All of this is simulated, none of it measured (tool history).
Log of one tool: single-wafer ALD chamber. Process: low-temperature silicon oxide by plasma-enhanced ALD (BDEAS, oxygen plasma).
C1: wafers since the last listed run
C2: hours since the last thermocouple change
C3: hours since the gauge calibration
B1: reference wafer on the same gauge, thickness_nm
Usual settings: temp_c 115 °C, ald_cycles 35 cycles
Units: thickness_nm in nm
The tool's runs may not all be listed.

Run 1, hour 0: usual settings; C1 0; C2 687.1; C3 1047.6; B1 5.191. Result: thickness_nm 4.885 nm.
Run 2, hour 41.1: usual settings; C1 405; C2 728.2; C3 1088.7; B1 5.192. Result: thickness_nm 4.881 nm.
Run 3, hour 109.2: usual settings but temp_c 109 °C; C1 672; C2 796.3; C3 1156.8; B1 5.19. Result: thickness_nm 4.936 nm.
Run 4, hour 208.5: usual settings but temp_c 109 °C; C1 980; C2 895.6; C3 1256.1; B1 5.192. Result: thickness_nm 4.936 nm.
Run 5, hour 248.2: usual settings; C1 391; C2 935.3; C3 1295.8; B1 5.189. Result: thickness_nm 4.885 nm.
Run 6, hour 284.6: usual settings; C1 359; C2 971.7; C3 1332.2; B1 5.191. Result: thickness_nm 4.881 nm.
Run 7, hour 390.7: usual settings; C1 1047; C2 1077.8; C3 1438.3; B1 5.188. Result: thickness_nm 4.867 nm.
Run 8, hour 473: usual settings; C1 812; C2 1160.1; C3 1520.6; B1 5.192. Result: thickness_nm 4.882 nm.
Run 9, hour 523.1: usual settings; C1 494; C2 1210.2; C3 1570.7; B1 5.189. Result: thickness_nm 4.873 nm.
Run 10, hour 570.4: usual settings; C1 467; C2 1257.5; C3 1618; B1 5.191. Result: thickness_nm 4.887 nm.
Run 11, hour 622.4: usual settings; C1 513; C2 1309.5; C3 1670; B1 5.189. Result: thickness_nm 4.87 nm.
Run 12, hour 685: usual settings; C1 618; C2 1372.1; C3 1732.6; B1 5.19. Result: thickness_nm 4.869 nm.
Run 13, hour 756.4: usual settings but ald_cycles 37 cycles; C1 704; C2 1443.5; C3 1804; B1 5.19. Result: thickness_nm 5.15 nm.
Run 14, hour 810.9: usual settings but temp_c 105 °C; C1 538; C2 1498; C3 1858.5; B1 5.192. Result: thickness_nm 4.941 nm.
Run 15, hour 905.6: usual settings but temp_c 103 °C, ald_cycles 28 cycles; C1 935; C2 1592.7; C3 1953.2; B1 5.19. Result: thickness_nm 3.967 nm.
Run 16, hour 1027.8: usual settings; C1 1206; C2 1714.9; C3 2075.4; B1 5.192. Result: thickness_nm 4.854 nm.
At hour 1066.4: thermocouple changed; heater temperature recalibrated.
Run 17, hour 1127.1: usual settings but temp_c 110 °C; C1 901; C2 60.7; C3 2174.7; B1 5.193. Result: thickness_nm 4.952 nm.
Run 18, hour 1271.2: usual settings but temp_c 102 °C; C1 1422; C2 204.8; C3 2318.8; B1 5.189. Result: thickness_nm 5.015 nm.
Run 19, hour 1311: usual settings but temp_c 124 °C, ald_cycles 40 cycles; C1 392; C2 244.6; C3 2358.6; B1 5.188. Result: thickness_nm 5.547 nm.
At hour 1363.8: gauge calibrated.
Run 20, hour 1493.8: usual settings but ald_cycles 30 cycles; C1 1804; C2 427.4; C3 130; B1 5.189. Result: thickness_nm 4.197 nm.
Run 21, hour 1552.9: usual settings but temp_c 126 °C, ald_cycles 40 cycles; C1 583; C2 486.5; C3 189.1; B1 5.192. Result: thickness_nm 5.514 nm.
Run 22, hour 1597.3: usual settings; C1 438; C2 530.9; C3 233.5; B1 5.19. Result: thickness_nm 4.894 nm.
Run 23, hour 1683: usual settings; C1 846; C2 616.6; C3 319.2; B1 5.191. Result: thickness_nm 4.923 nm.
Run 24, hour 1754.8: usual settings but temp_c 120 °C, ald_cycles 32 cycles; C1 708; C2 688.4; C3 391; B1 5.19. Result: thickness_nm 4.435 nm.
Run 25, hour 1841.3: usual settings; C1 854; C2 774.9; C3 477.5; B1 5.191. Result: thickness_nm 4.891 nm.

Measured less the same run without the tool's hidden state. The same run-to-run variation is in both; the gauge's scatter may not be:
The hidden state here: wafer temperature above the value expected at the setpoint (K); gauge reads high (%).
run  thickness_nm
  1        -0.005
  2        -0.006
  3        -0.008
  4        -0.011
  5        -0.012
  6        -0.013
  7        -0.017
  8        -0.019
  9        -0.021
 10        -0.023
 11        -0.025
 12        -0.028
 13        -0.032
 14        -0.033
 15        -0.031
 16        -0.045
 17        +0.002
 18        +0.002
 19        +0.001
 20        -0.001
 21        -0.002
 22        -0.002
 23        -0.004
 24        -0.005
 25        -0.007

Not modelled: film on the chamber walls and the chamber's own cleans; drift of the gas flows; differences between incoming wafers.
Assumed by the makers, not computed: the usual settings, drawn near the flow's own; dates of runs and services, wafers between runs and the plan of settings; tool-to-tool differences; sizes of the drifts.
